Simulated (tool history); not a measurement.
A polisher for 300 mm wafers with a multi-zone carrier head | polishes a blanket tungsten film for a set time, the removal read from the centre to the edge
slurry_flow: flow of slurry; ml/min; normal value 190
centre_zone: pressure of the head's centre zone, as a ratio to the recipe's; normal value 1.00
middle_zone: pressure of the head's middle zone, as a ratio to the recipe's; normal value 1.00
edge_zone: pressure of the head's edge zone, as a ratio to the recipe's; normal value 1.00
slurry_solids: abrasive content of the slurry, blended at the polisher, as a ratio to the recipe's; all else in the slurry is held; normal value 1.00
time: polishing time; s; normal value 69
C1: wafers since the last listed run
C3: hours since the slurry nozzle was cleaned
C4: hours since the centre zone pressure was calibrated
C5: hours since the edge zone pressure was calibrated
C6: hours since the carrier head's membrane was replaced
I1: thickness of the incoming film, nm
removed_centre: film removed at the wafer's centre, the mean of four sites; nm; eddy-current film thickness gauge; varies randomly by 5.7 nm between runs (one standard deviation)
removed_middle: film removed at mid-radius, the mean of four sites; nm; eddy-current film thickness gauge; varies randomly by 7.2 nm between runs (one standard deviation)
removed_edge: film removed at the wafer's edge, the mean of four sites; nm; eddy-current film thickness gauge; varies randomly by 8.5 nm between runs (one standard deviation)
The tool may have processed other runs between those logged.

{"run": 1, "hour": 0.0, "slurry_flow": 190, "centre_zone": 1.0, "middle_zone": 1.0, "edge_zone": 1.0, "slurry_solids": 1.0, "time": 69, "C1": 0, "wafers polished on this pad": 289, "C3": 62.4, "C4": 490.7, "C5": 313.4, "C6": 385.1, "I1": 1471.0, "removed_centre": 565.9, "removed_middle": 556.1, "removed_edge": 580.0}
{"run": 2, "hour": 49.0, "slurry_flow": 190, "centre_zone": 1.0, "middle_zone": 0.97, "edge_zone": 1.0, "slurry_solids": 1.0, "time": 69, "C1": 330, "wafers polished on this pad": 620, "C3": 111.4, "C4": 539.7, "C5": 362.4, "C6": 434.1, "I1": 1444.6, "removed_centre": 538.0, "removed_middle": 518.4, "removed_edge": 540.8}
{"run": 3, "hour": 100.1, "slurry_flow": 190, "centre_zone": 1.0, "middle_zone": 0.97, "edge_zone": 1.0, "slurry_solids": 1.0, "time": 69, "C1": 344, "wafers polished on this pad": 964, "C3": 162.5, "C4": 590.8, "C5": 413.5, "C6": 485.2, "I1": 1446.0, "removed_centre": 533.3, "removed_middle": 505.9, "removed_edge": 517.0}
{"run": 4, "hour": 165.3, "slurry_flow": 160, "centre_zone": 1.0, "middle_zone": 1.0, "edge_zone": 1.0, "slurry_solids": 1.0, "time": 58, "C1": 439, "wafers polished on this pad": 1404, "C3": 227.7, "C4": 656.0, "C5": 478.7, "C6": 550.4, "I1": 1470.5, "removed_centre": 424.8, "removed_middle": 423.8, "removed_edge": 428.2}
{"hour": 208.3, "done": "worn pad replaced by a new one"}
{"hour": 212.7, "done": "edge zone pressure recalibrated"}
{"run": 5, "hour": 213.2, "slurry_flow": 190, "centre_zone": 1.0, "middle_zone": 1.0, "edge_zone": 1.0, "slurry_solids": 1.15, "time": 69, "C1": 282, "wafers polished on this pad": 19, "C3": 275.6, "C4": 703.9, "C5": 0.5, "C6": 598.3, "I1": 1451.4, "removed_centre": 606.7, "removed_middle": 585.2, "removed_edge": 591.2}
{"run": 6, "hour": 251.8, "slurry_flow": 190, "centre_zone": 1.0, "middle_zone": 1.0, "edge_zone": 1.0, "slurry_solids": 1.0, "time": 59, "C1": 260, "wafers polished on this pad": 279, "C3": 314.2, "C4": 742.5, "C5": 39.1, "C6": 636.9, "I1": 1432.3, "removed_centre": 474.5, "removed_middle": 460.8, "removed_edge": 472.7}
{"run": 7, "hour": 315.4, "slurry_flow": 190, "centre_zone": 1.0, "middle_zone": 1.0, "edge_zone": 1.0, "slurry_solids": 1.0, "time": 59, "C1": 429, "wafers polished on this pad": 708, "C3": 377.8, "C4": 806.1, "C5": 102.7, "C6": 700.5, "I1": 1438.6, "removed_centre": 456.1, "removed_middle": 454.6, "removed_edge": 457.9}
{"run": 8, "hour": 392.7, "slurry_flow": 190, "centre_zone": 1.0, "middle_zone": 1.0, "edge_zone": 1.0, "slurry_solids": 1.0, "time": 59, "C1": 521, "wafers polished on this pad": 1230, "C3": 455.1, "C4": 883.4, "C5": 180.0, "C6": 777.8, "I1": 1437.6, "removed_centre": 449.6, "removed_middle": 440.1, "removed_edge": 444.0}
{"hour": 397.3, "done": "slurry nozzle cleaned"}
{"hour": 430.9, "done": "worn pad replaced by a new one"}
{"run": 9, "hour": 446.7, "slurry_flow": 190, "centre_zone": 1.0, "middle_zone": 1.0, "edge_zone": 1.0, "slurry_solids": 1.0, "time": 69, "C1": 330, "wafers polished on this pad": 106, "C3": 49.4, "C4": 937.4, "C5": 234.0, "C6": 831.8, "I1": 1423.4, "removed_centre": 577.4, "removed_middle": 564.8, "removed_edge": 552.5}
{"hour": 492.7, "done": "centre zone pressure recalibrated"}
{"run": 10, "hour": 511.5, "slurry_flow": 190, "centre_zone": 1.0, "middle_zone": 1.0, "edge_zone": 1.0, "slurry_solids": 1.0, "time": 69, "C1": 423, "wafers polished on this pad": 530, "C3": 114.2, "C4": 18.8, "C5": 298.8, "C6": 896.6, "I1": 1425.4, "removed_centre": 541.8, "removed_middle": 534.0, "removed_edge": 546.3}
{"run": 11, "hour": 619.3, "slurry_flow": 190, "centre_zone": 1.04, "middle_zone": 1.0, "edge_zone": 1.09, "slurry_solids": 1.0, "time": 69, "C1": 727, "wafers polished on this pad": 1257, "C3": 222.0, "C4": 126.6, "C5": 406.6, "C6": 1004.4, "I1": 1435.8, "removed_centre": 540.1, "removed_middle": 515.4, "removed_edge": 553.5}
{"hour": 678.2, "done": "worn pad replaced by a new one"}
{"run": 12, "hour": 678.7, "slurry_flow": 190, "centre_zone": 1.0, "middle_zone": 1.0, "edge_zone": 1.0, "slurry_solids": 1.0, "time": 59, "C1": 373, "wafers polished on this pad": 3, "C3": 281.4, "C4": 186.0, "C5": 466.0, "C6": 1063.8, "I1": 1425.2, "removed_centre": 501.0, "removed_middle": 501.9, "removed_edge": 514.9}
{"hour": 702.9, "done": "edge zone pressure recalibrated"}
{"hour": 744.5, "done": "carrier head's membrane replaced by a new one"}
{"run": 13, "hour": 745.4, "slurry_flow": 190, "centre_zone": 1.0, "middle_zone": 1.0, "edge_zone": 1.0, "slurry_solids": 1.0, "time": 59, "C1": 402, "wafers polished on this pad": 405, "C3": 348.1, "C4": 252.7, "C5": 42.5, "C6": 0.9, "I1": 1436.4, "removed_centre": 464.9, "removed_middle": 470.5, "removed_edge": 473.8}
{"run": 14, "hour": 783.5, "slurry_flow": 160, "centre_zone": 1.1, "middle_zone": 1.0, "edge_zone": 1.0, "slurry_solids": 1.0, "time": 51, "C1": 257, "wafers polished on this pad": 662, "C3": 386.2, "C4": 290.8, "C5": 80.6, "C6": 39.0, "I1": 1442.5, "removed_centre": 420.6, "removed_middle": 379.1, "removed_edge": 393.9}
{"hour": 820.1, "done": "slurry nozzle cleaned"}
{"run": 15, "hour": 868.6, "slurry_flow": 190, "centre_zone": 1.0, "middle_zone": 1.0, "edge_zone": 1.0, "slurry_solids": 1.0, "time": 69, "C1": 567, "wafers polished on this pad": 1230, "C3": 48.5, "C4": 375.9, "C5": 165.7, "C6": 124.1, "I1": 1424.7, "removed_centre": 528.3, "removed_middle": 515.0, "removed_edge": 525.4}
{"hour": 931.2, "done": "worn pad replaced by a new one"}
{"run": 16, "hour": 963.3, "slurry_flow": 170, "centre_zone": 0.91, "middle_zone": 0.96, "edge_zone": 1.0, "slurry_solids": 1.0, "time": 69, "C1": 611, "wafers polished on this pad": 216, "C3": 143.2, "C4": 470.6, "C5": 260.4, "C6": 218.8, "I1": 1430.0, "removed_centre": 501.1, "removed_middle": 525.1, "removed_edge": 547.5}
{"run": 17, "hour": 1058.2, "slurry_flow": 170, "centre_zone": 1.0, "middle_zone": 1.0, "edge_zone": 1.0, "slurry_solids": 0.85, "time": 69, "C1": 640, "wafers polished on this pad": 856, "C3": 238.1, "C4": 565.5, "C5": 355.3, "C6": 313.7, "I1": 1450.2, "removed_centre": 492.4, "removed_middle": 488.3, "removed_edge": 497.0}
{"run": 18, "hour": 1157.5, "slurry_flow": 190, "centre_zone": 1.0, "middle_zone": 1.0, "edge_zone": 1.0, "slurry_solids": 0.9, "time": 46, "C1": 669, "wafers polished on this pad": 1526, "C3": 337.4, "C4": 664.8, "C5": 454.6, "C6": 413.0, "I1": 1438.5, "removed_centre": 330.3, "removed_middle": 329.8, "removed_edge": 333.0}
{"hour": 1162.5, "done": "worn pad replaced by a new one"}
{"hour": 1167.1, "done": "edge zone pressure recalibrated"}
{"run": 19, "hour": 1208.4, "slurry_flow": 190, "centre_zone": 1.0, "middle_zone": 1.0, "edge_zone": 0.96, "slurry_solids": 1.0, "time": 69, "C1": 302, "wafers polished on this pad": 296, "C3": 388.3, "C4": 715.7, "C5": 41.3, "C6": 463.9, "I1": 1447.6, "removed_centre": 545.2, "removed_middle": 541.3, "removed_edge": 548.0}
{"run": 20, "hour": 1266.6, "slurry_flow": 190, "centre_zone": 0.95, "middle_zone": 1.1, "edge_zone": 0.89, "slurry_solids": 1.0, "time": 69, "C1": 392, "wafers polished on this pad": 688, "C3": 446.5, "C4": 773.9, "C5": 99.5, "C6": 522.1, "I1": 1464.5, "removed_centre": 503.6, "removed_middle": 549.3, "removed_edge": 496.6}
{"hour": 1298.4, "done": "slurry nozzle cleaned"}
{"hour": 1305.9, "done": "centre zone pressure recalibrated"}
{"run": 21, "hour": 1308.7, "slurry_flow": 190, "centre_zone": 1.0, "middle_zone": 1.0, "edge_zone": 1.0, "slurry_solids": 1.0, "time": 69, "C1": 263, "wafers polished on this pad": 952, "C3": 10.3, "C4": 2.8, "C5": 141.6, "C6": 564.2, "I1": 1471.8, "removed_centre": 519.0, "removed_middle": 507.3, "removed_edge": 512.1}

4 ways to go on from here, each from the tool as it stands after run 21. What would each give?
{"run": "A", "hour": 1309.1, "slurry_flow": 190, "centre_zone": 1.0, "middle_zone": 1.0, "edge_zone": 1.0, "slurry_solids": 1.0, "time": 69, "C1": 2, "wafers polished on this pad": 955, "C3": 10.7, "C4": 3.2, "C5": 142.0, "C6": 564.6, "I1": 1473.5, "removed_centre": "?", "removed_middle": "?", "removed_edge": "?"}
{"run": "B", "hour": 1309.1, "slurry_flow": 190, "centre_zone": 1.0, "middle_zone": 0.92, "edge_zone": 1.0, "slurry_solids": 1.0, "time": 69, "C1": 2, "wafers polished on this pad": 955, "C3": 10.7, "C4": 3.2, "C5": 142.0, "C6": 564.6, "I1": 1473.5, "removed_centre": "?", "removed_middle": "?", "removed_edge": "?"}
{"run": "C", "hour": 1309.1, "slurry_flow": 255, "centre_zone": 0.89, "middle_zone": 0.89, "edge_zone": 1.0, "slurry_solids": 1.0, "time": 79, "C1": 2, "wafers polished on this pad": 955, "C3": 10.7, "C4": 3.2, "C5": 142.0, "C6": 564.6, "I1": 1473.5, "removed_centre": "?", "removed_middle": "?", "removed_edge": "?"}
{"run": "D", "hour": 1309.1, "slurry_flow": 190, "centre_zone": 1.0, "middle_zone": 1.0, "edge_zone": 0.91, "slurry_solids": 1.0, "time": 69, "C1": 2, "wafers polished on this pad": 955, "C3": 10.7, "C4": 3.2, "C5": 142.0, "C6": 564.6, "I1": 1473.5, "removed_centre": "?", "removed_middle": "?", "removed_edge": "?"}

run=A removed_centre=514.7 removed_middle=507.5 removed_edge=513.0
run=B removed_centre=514.5 removed_middle=475.9 removed_edge=513.5
run=C removed_centre=548.4 removed_middle=554.1 removed_edge=606.5
run=D removed_centre=514.7 removed_middle=507.5 removed_edge=490.7
With the hidden condition removed and each run's random variation left untouched, the same runs would have given:
run=A removed_centre=581.7 removed_middle=573.4 removed_edge=579.7
run=B removed_centre=581.4 removed_middle=537.8 removed_edge=580.3
run=C removed_centre=619.7 removed_middle=626.1 removed_edge=685.4
run=D removed_centre=581.7 removed_middle=573.5 removed_edge=554.5

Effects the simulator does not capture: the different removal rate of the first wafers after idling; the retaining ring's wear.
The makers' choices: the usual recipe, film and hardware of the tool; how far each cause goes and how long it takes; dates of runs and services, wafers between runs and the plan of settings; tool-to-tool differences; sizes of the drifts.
